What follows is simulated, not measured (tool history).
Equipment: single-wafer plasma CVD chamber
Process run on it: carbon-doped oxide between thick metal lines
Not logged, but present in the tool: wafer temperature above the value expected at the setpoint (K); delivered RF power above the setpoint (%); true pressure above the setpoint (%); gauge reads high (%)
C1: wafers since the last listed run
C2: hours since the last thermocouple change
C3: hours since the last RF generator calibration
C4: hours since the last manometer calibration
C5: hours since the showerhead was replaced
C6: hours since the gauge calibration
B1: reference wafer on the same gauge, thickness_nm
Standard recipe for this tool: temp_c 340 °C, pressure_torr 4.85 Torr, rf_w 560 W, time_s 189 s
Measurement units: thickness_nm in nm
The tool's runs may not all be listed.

Run 1, hour 0: usual settings but pressure_torr 4.22 Torr, time_s 179 s; C1 0; C2 2410; C3 697.7; C4 1848.2; C5 2882.6; C6 65.9; B1 1309.895. Result: thickness_nm 1017.078 nm.
Run 2, hour 12: usual settings but rf_w 600 W; C1 120; C2 2422; C3 709.7; C4 1860.2; C5 2894.6; C6 77.9; B1 1309.946. Result: thickness_nm 1159.679 nm.
Run 3, hour 32.3: usual settings; C1 204; C2 2442.3; C3 730; C4 1880.5; C5 2914.9; C6 98.2; B1 1309.489. Result: thickness_nm 1099.4 nm.
Run 4, hour 44.4: usual settings; C1 121; C2 2454.4; C3 742.1; C4 1892.6; C5 2927; C6 110.3; B1 1310.027. Result: thickness_nm 1098.758 nm.
Run 5, hour 63.9: usual settings; C1 196; C2 2473.9; C3 761.6; C4 1912.1; C5 2946.5; C6 129.8; B1 1310.232. Result: thickness_nm 1094.093 nm.
Run 6, hour 99.8: usual settings but time_s 173 s; C1 361; C2 2509.8; C3 797.5; C4 1948; C5 2982.4; C6 165.7; B1 1310.368. Result: thickness_nm 1001.587 nm.
Run 7, hour 135.7: usual settings; C1 361; C2 2545.7; C3 833.4; C4 1983.9; C5 3018.3; C6 201.6; B1 1310.116. Result: thickness_nm 1092.317 nm.
Run 8, hour 161.7: usual settings; C1 261; C2 2571.7; C3 859.4; C4 2009.9; C5 3044.3; C6 227.6; B1 1309.977. Result: thickness_nm 1092.325 nm.
Run 9, hour 176: usual settings; C1 144; C2 2586; C3 873.7; C4 2024.2; C5 3058.6; C6 241.9; B1 1309.952. Result: thickness_nm 1090.485 nm.
Run 10, hour 205: usual settings; C1 292; C2 2615; C3 902.7; C4 2053.2; C5 3087.6; C6 270.9; B1 1310.112. Result: thickness_nm 1090.756 nm.
Run 11, hour 238.5: usual settings; C1 337; C2 2648.5; C3 936.2; C4 2086.7; C5 3121.1; C6 304.4; B1 1310.295. Result: thickness_nm 1086.523 nm.
At hour 280: capacitance manometer re-zeroed and calibrated.
Run 12, hour 280.5: usual settings but temp_c 329 °C, pressure_torr 4.5 Torr, rf_w 485 W; C1 342; C2 2690.5; C3 978.2; C4 0.5; C5 3163.1; C6 346.4; B1 1309.642. Result: thickness_nm 977.857 nm.
Run 13, hour 288.4: usual settings but temp_c 355 °C, rf_w 455 W; C1 79; C2 2698.4; C3 986.1; C4 8.4; C5 3171; C6 354.3; B1 1310.186. Result: thickness_nm 850.959 nm.
At hour 300.2: thermocouple changed; heater temperature recalibrated.
Run 14, hour 318.7: usual settings; C1 224; C2 18.5; C3 1016.4; C4 38.7; C5 3201.3; C6 384.6; B1 1309.906. Result: thickness_nm 1082.634 nm.
At hour 338.3: RF generator calibrated.
At hour 350.1: showerhead replaced.
Run 15, hour 350.6: usual settings but temp_c 331 °C, pressure_torr 5.31 Torr, time_s 162 s; C1 160; C2 50.4; C3 12.3; C4 70.6; C5 0.5; C6 416.5; B1 1310.114. Result: thickness_nm 999.779 nm.
Run 16, hour 374.3: usual settings but pressure_torr 4.02 Torr; C1 238; C2 74.1; C3 36; C4 94.3; C5 24.2; C6 440.2; B1 1310.075. Result: thickness_nm 1075.172 nm.
At hour 377.8: gauge calibrated.
Run 17, hour 398: usual settings but pressure_torr 5.34 Torr; C1 238; C2 97.8; C3 59.7; C4 118; C5 47.9; C6 20.2; B1 1309.96. Result: thickness_nm 1131.43 nm.
Run 18, hour 425.1: usual settings but pressure_torr 5.38 Torr, rf_w 470 W, time_s 218 s; C1 273; C2 124.9; C3 86.8; C4 145.1; C5 75; C6 47.3; B1 1310.179. Result: thickness_nm 1109.877 nm.
Run 19, hour 452.7: usual settings but pressure_torr 4.23 Torr, rf_w 655 W; C1 278; C2 152.5; C3 114.4; C4 172.7; C5 102.6; C6 74.9; B1 1309.891. Result: thickness_nm 1228.101 nm.
Run 20, hour 465.3: usual settings but pressure_torr 5.65 Torr; C1 126; C2 165.1; C3 127; C4 185.3; C5 115.2; C6 87.5; B1 1309.595. Result: thickness_nm 1137.657 nm.
Run 21, hour 494: usual settings but temp_c 350 °C, pressure_torr 4.11 Torr; C1 289; C2 193.8; C3 155.7; C4 214; C5 143.9; C6 116.2; B1 1310.014. Result: thickness_nm 1050.228 nm.
Run 22, hour 522.9: usual settings; C1 291; C2 222.7; C3 184.6; C4 242.9; C5 172.8; C6 145.1; B1 1310.36. Result: thickness_nm 1110.958 nm.

Alternative continuations, all from the tool just after run 22; predict every row:
Run A, hour 523.4: usual settings; C1 5; C2 223.2; C3 185.1; C4 243.4; C5 173.3; C6 145.6; B1 ?. Result: thickness_nm ?.
Run B, hour 523.4: usual settings but temp_c 335 °C, pressure_torr 3.74 Torr, time_s 212 s; C1 5; C2 223.2; C3 185.1; C4 243.4; C5 173.3; C6 145.6; B1 ?. Result: thickness_nm ?.
Run C, hour 523.4: usual settings but temp_c 351 °C, pressure_torr 3.78 Torr, rf_w 530 W, time_s 224 s; C1 5; C2 223.2; C3 185.1; C4 243.4; C5 173.3; C6 145.6; B1 ?. Result: thickness_nm ?.
Run D, hour 523.4: usual settings but time_s 171 s; C1 5; C2 223.2; C3 185.1; C4 243.4; C5 173.3; C6 145.6; B1 ?. Result: thickness_nm ?.

run        B1  thickness_nm
  A  1309.894      1112.249
  B  1309.894       1215.04
  C  1309.894      1166.803
  D  1309.894      1006.623
Without the tool's hidden state the same runs would have given:
run  thickness_nm
  A      1116.689
  B      1219.889
  C      1171.609
  D      1010.641
